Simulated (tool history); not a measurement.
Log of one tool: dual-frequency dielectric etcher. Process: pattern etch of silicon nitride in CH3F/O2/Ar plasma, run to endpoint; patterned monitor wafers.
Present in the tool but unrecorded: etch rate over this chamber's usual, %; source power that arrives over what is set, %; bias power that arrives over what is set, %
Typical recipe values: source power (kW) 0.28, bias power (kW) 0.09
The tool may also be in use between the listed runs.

run    hour  source power (kW)  bias power (kW)  wafers since the last listed run  hours since the last wet clean  hours since the last source power generator calibration  hours since the last bias power generator calibration  hours since the last upper electrode change  incoming incoming film thickness, nm  endpoint time (s)
  1       0                0.3            0.097                                 0                           183.8                                                   3423.2                                                 1604.1                                       3195.1                                 35.57               51.6
  2    86.9               0.28            0.085                               927                           270.7                                                   3510.1                                                   1691                                         3282                                 35.88               56.5
  3   177.1               0.28            0.085                               962                           360.9                                                   3600.3                                                 1781.2                                       3372.2                                 35.54                 56
  4   270.9               0.28             0.09                              1000                           454.7                                                   3694.1                                                   1875                                         3466                                 36.09               55.9
  5   314.2               0.28             0.09                               462                             498                                                   3737.4                                                 1918.3                                       3509.3                                 35.51               55.2
      347.7  -- wet clean of the chamber
  6   352.4               0.28             0.09                               151                             4.7                                                   3775.6                                                 1956.5                                       3547.5                                 35.73               56.3
  7   450.2               0.28             0.09                              1043                           102.5                                                   3873.4                                                 2054.3                                       3645.3                                 35.73               57.1
  8   548.9               0.28             0.09                              1053                           201.2                                                   3972.1                                                   2153                                         3744                                 35.41                 57
  9   634.8               0.28             0.09                               916                           287.1                                                     4058                                                 2238.9                                       3829.9                                 35.77               57.2
 10   729.9                0.3            0.105                              1014                           382.2                                                   4153.1                                                   2334                                         3925                                 35.67               53.2
 11   790.5                0.3            0.105                               646                           442.8                                                   4213.7                                                 2394.6                                       3985.6                                 35.73               53.2
 12   873.6               0.28             0.09                               886                           525.9                                                   4296.8                                                 2477.7                                       4068.7                                 35.83               57.8
      902.4  -- source power generator calibrated
 13   942.1               0.28             0.09                               688                           594.4                                                     39.7                                                 2546.2                                       4137.2                                 36.12               58.9
      966.8  -- wet clean of the chamber, repeated, since the last time left the tool worse
 14   991.8               0.28             0.09                               274                              25                                                     89.4                                                 2595.9                                       4186.9                                 35.91               55.6
 15  1150.3               0.25            0.105                              1691                           183.5                                                    247.9                                                 2754.4                                       4345.4                                 35.49               54.7
 16  1257.5               0.23             0.09                              1143                           290.7                                                    355.1                                                 2861.6                                       4452.6                                 35.49                 61
 17  1320.5               0.28             0.09                               672                           353.7                                                    418.1                                                 2924.6                                       4515.6                                 35.62               55.2
 18  1384.5               0.28             0.09                               682                           417.7                                                    482.1                                                 2988.6                                       4579.6                                 35.75               55.5
 19  1423.1               0.28             0.09                               411                           456.3                                                    520.7                                                 3027.2                                       4618.2                                 35.21                 55
 20  1523.5               0.35             0.09                              1071                           556.7                                                    621.1                                                 3127.6                                       4718.6                                 35.83               50.5
     1576.9  -- wet clean of the chamber
 21  1598.1               0.23             0.09                               539                            21.2                                                    695.7                                                 3202.2                                       4793.2                                 35.49               59.8
 22    1661               0.31            0.077                               671                            84.1                                                    758.6                                                 3265.1                                       4856.1                                 35.48               53.4
 23  1761.1               0.28              0.1                              1068                           184.2                                                    858.7                                                 3365.2                                       4956.2                                 35.64               52.2
     1802.4  -- bias power generator calibrated
     1885.9  -- upper electrode replaced
 24  1886.4               0.21             0.09                              1038                           309.5                                                      984                                                     84                                          0.5                                 35.98                 64
 25  1931.3               0.28             0.09                               479                           354.4                                                   1028.9                                                  128.9                                         45.4                                 35.23               54.1
 26  2004.9               0.31            0.081                               785                             428                                                   1102.5                                                  202.5                                          119                                 35.64               53.6
     2110.3  -- wet clean of the chamber
 27  2110.8               0.22            0.108                               873                             0.5                                                   1208.4                                                  308.4                                        224.9                                 35.61               57.6
 28  2164.6               0.23            0.074                               574                            54.3                                                   1262.2                                                  362.2                                        278.7                                 35.77               63.6
 29  2231.7               0.26             0.09                               715                           121.4                                                   1329.3                                                  429.3                                        345.8                                 35.89               56.6
 30    2334                0.3             0.09                              1091                           223.7                                                   1431.6                                                  531.6                                        448.1                                 35.72                 53
 31  2411.8                0.3            0.105                               830                           301.5                                                   1509.4                                                  609.4                                        525.9                                 35.56               50.2

What will run 32 give?
 32  2498.9               0.28            0.097                               929                           388.6                                                   1596.5                                                  696.5                                          613                                 35.51                  ?

For run 32 the tool returned endpoint time (s) 53.1.
If the tool had no hidden condition, the same run with the same run-to-run variation would have returned endpoint time (s) 52.3.

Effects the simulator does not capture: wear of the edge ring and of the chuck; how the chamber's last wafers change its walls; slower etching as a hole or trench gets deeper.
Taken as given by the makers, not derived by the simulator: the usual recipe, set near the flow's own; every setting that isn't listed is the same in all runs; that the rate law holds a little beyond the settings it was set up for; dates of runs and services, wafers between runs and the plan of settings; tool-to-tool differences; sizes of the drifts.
